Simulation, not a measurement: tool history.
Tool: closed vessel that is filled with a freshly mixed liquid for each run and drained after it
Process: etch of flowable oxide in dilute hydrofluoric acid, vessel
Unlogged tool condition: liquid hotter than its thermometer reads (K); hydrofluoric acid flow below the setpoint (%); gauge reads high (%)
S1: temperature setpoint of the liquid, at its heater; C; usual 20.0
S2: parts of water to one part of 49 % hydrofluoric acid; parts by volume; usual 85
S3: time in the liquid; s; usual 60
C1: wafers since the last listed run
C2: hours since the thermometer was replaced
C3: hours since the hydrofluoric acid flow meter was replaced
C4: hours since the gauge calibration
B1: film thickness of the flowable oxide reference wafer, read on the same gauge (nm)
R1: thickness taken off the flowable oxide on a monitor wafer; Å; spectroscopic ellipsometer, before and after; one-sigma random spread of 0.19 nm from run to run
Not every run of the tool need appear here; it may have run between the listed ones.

{"run": 1, "hour": 0.0, "S1": 20.0, "S2": 85, "S3": 60, "C1": 0, "C2": 297.4, "C3": 406.7, "C4": 477.3, "B1": 91.37, "R1": 364.1}
{"run": 2, "hour": 57.0, "S1": 20.0, "S2": 85, "S3": 60, "C1": 5710, "C2": 354.4, "C3": 463.7, "C4": 534.3, "B1": 91.49, "R1": 367.2}
{"run": 3, "hour": 104.1, "S1": 20.0, "S2": 85, "S3": 60, "C1": 4718, "C2": 401.5, "C3": 510.8, "C4": 581.4, "B1": 91.63, "R1": 365.0}
{"hour": 159.0, "done": "hydrofluoric acid flow meter replaced"}
{"run": 4, "hour": 159.4, "S1": 22.5, "S2": 85, "S3": 35, "C1": 5439, "C2": 456.8, "C3": 0.4, "C4": 636.7, "B1": 91.8, "R1": 239.3}
{"run": 5, "hour": 204.8, "S1": 20.0, "S2": 85, "S3": 60, "C1": 4548, "C2": 502.2, "C3": 45.8, "C4": 682.1, "B1": 91.91, "R1": 367.9}
{"run": 6, "hour": 255.7, "S1": 20.0, "S2": 85, "S3": 60, "C1": 5099, "C2": 553.1, "C3": 96.7, "C4": 733.0, "B1": 92.01, "R1": 371.8}
{"run": 7, "hour": 320.3, "S1": 20.0, "S2": 85, "S3": 60, "C1": 6471, "C2": 617.7, "C3": 161.3, "C4": 797.6, "B1": 92.25, "R1": 368.2}
{"run": 8, "hour": 359.6, "S1": 17.0, "S2": 85, "S3": 60, "C1": 3937, "C2": 657.0, "C3": 200.6, "C4": 836.9, "B1": 92.35, "R1": 329.3}
{"run": 9, "hour": 401.7, "S1": 17.0, "S2": 85, "S3": 60, "C1": 4217, "C2": 699.1, "C3": 242.7, "C4": 879.0, "B1": 92.4, "R1": 328.1}
{"run": 10, "hour": 459.9, "S1": 17.0, "S2": 85, "S3": 60, "C1": 5830, "C2": 757.3, "C3": 300.9, "C4": 937.2, "B1": 92.58, "R1": 327.8}
{"run": 11, "hour": 528.9, "S1": 20.0, "S2": 85, "S3": 60, "C1": 6912, "C2": 826.3, "C3": 369.9, "C4": 1006.2, "B1": 92.75, "R1": 372.1}
{"run": 12, "hour": 573.0, "S1": 20.0, "S2": 85, "S3": 60, "C1": 4417, "C2": 870.4, "C3": 414.0, "C4": 1050.3, "B1": 92.88, "R1": 373.8}
{"run": 13, "hour": 603.2, "S1": 20.0, "S2": 85, "S3": 60, "C1": 3025, "C2": 900.6, "C3": 444.2, "C4": 1080.5, "B1": 92.88, "R1": 372.0}
{"hour": 654.9, "done": "thermometer replaced"}
{"run": 14, "hour": 655.7, "S1": 17.0, "S2": 85, "S3": 30, "C1": 5159, "C2": 0.8, "C3": 496.7, "C4": 1133.0, "B1": 93.02, "R1": 166.6}
{"run": 15, "hour": 700.1, "S1": 23.5, "S2": 115, "S3": 70, "C1": 4447, "C2": 45.2, "C3": 541.1, "C4": 1177.4, "B1": 93.15, "R1": 357.4}
{"run": 16, "hour": 769.4, "S1": 20.0, "S2": 85, "S3": 60, "C1": 6942, "C2": 114.5, "C3": 610.4, "C4": 1246.7, "B1": 93.35, "R1": 375.3}
{"hour": 817.8, "done": "gauge calibrated"}
{"run": 17, "hour": 830.9, "S1": 23.5, "S2": 75, "S3": 35, "C1": 6160, "C2": 176.0, "C3": 671.9, "C4": 13.1, "B1": 90.8, "R1": 282.0}
{"hour": 881.2, "done": "hydrofluoric acid flow meter replaced"}
{"run": 18, "hour": 902.4, "S1": 20.0, "S2": 85, "S3": 60, "C1": 7062, "C2": 247.5, "C3": 21.2, "C4": 84.6, "B1": 90.97, "R1": 364.1}
{"run": 19, "hour": 965.2, "S1": 23.0, "S2": 100, "S3": 80, "C1": 6291, "C2": 310.3, "C3": 84.0, "C4": 147.4, "B1": 91.15, "R1": 456.8}
{"run": 20, "hour": 1012.4, "S1": 20.0, "S2": 65, "S3": 85, "C1": 4728, "C2": 357.5, "C3": 131.2, "C4": 194.6, "B1": 91.28, "R1": 695.5}
{"run": 21, "hour": 1044.3, "S1": 17.0, "S2": 95, "S3": 40, "C1": 3195, "C2": 389.4, "C3": 163.1, "C4": 226.5, "B1": 91.37, "R1": 190.5}
{"run": 22, "hour": 1096.9, "S1": 17.0, "S2": 115, "S3": 60, "C1": 5269, "C2": 442.0, "C3": 215.7, "C4": 279.1, "B1": 91.5, "R1": 231.3}
{"run": 23, "hour": 1147.2, "S1": 17.5, "S2": 115, "S3": 70, "C1": 5038, "C2": 492.3, "C3": 266.0, "C4": 329.4, "B1": 91.66, "R1": 276.6}
{"run": 24, "hour": 1190.2, "S1": 17.0, "S2": 110, "S3": 30, "C1": 4307, "C2": 535.3, "C3": 309.0, "C4": 372.4, "B1": 91.76, "R1": 122.1}
{"run": 25, "hour": 1242.4, "S1": 20.0, "S2": 85, "S3": 60, "C1": 5229, "C2": 587.5, "C3": 361.2, "C4": 424.6, "B1": 91.85, "R1": 366.8}
{"run": 26, "hour": 1284.3, "S1": 20.0, "S2": 85, "S3": 60, "C1": 4197, "C2": 629.4, "C3": 403.1, "C4": 466.5, "B1": 91.99, "R1": 370.0}

Predict each of these 5 candidate next runs independently; none follows another, all start after run 26:
{"run": "A", "hour": 1285.0, "S1": 20.0, "S2": 85, "S3": 60, "C1": 70, "C2": 630.1, "C3": 403.8, "C4": 467.2, "B1": "?", "R1": "?"}
{"run": "B", "hour": 1285.0, "S1": 25.0, "S2": 85, "S3": 60, "C1": 70, "C2": 630.1, "C3": 403.8, "C4": 467.2, "B1": "?", "R1": "?"}
{"run": "C", "hour": 1285.0, "S1": 20.0, "S2": 125, "S3": 90, "C1": 70, "C2": 630.1, "C3": 403.8, "C4": 467.2, "B1": "?", "R1": "?"}
{"run": "D", "hour": 1285.0, "S1": 18.0, "S2": 85, "S3": 85, "C1": 70, "C2": 630.1, "C3": 403.8, "C4": 467.2, "B1": "?", "R1": "?"}
{"run": "E", "hour": 1285.0, "S1": 17.5, "S2": 95, "S3": 30, "C1": 70, "C2": 630.1, "C3": 403.8, "C4": 467.2, "B1": "?", "R1": "?"}

run=A B1=92.00 R1=369.6
run=B B1=92.00 R1=452.8
run=C B1=92.00 R1=360.6
run=D B1=92.00 R1=481.6
run=E B1=92.00 R1=147.3
Without the tool's hidden state the same runs would have given:
run=A R1=361.6
run=B R1=442.9
run=C R1=352.8
run=D R1=471.1
run=E R1=144.1
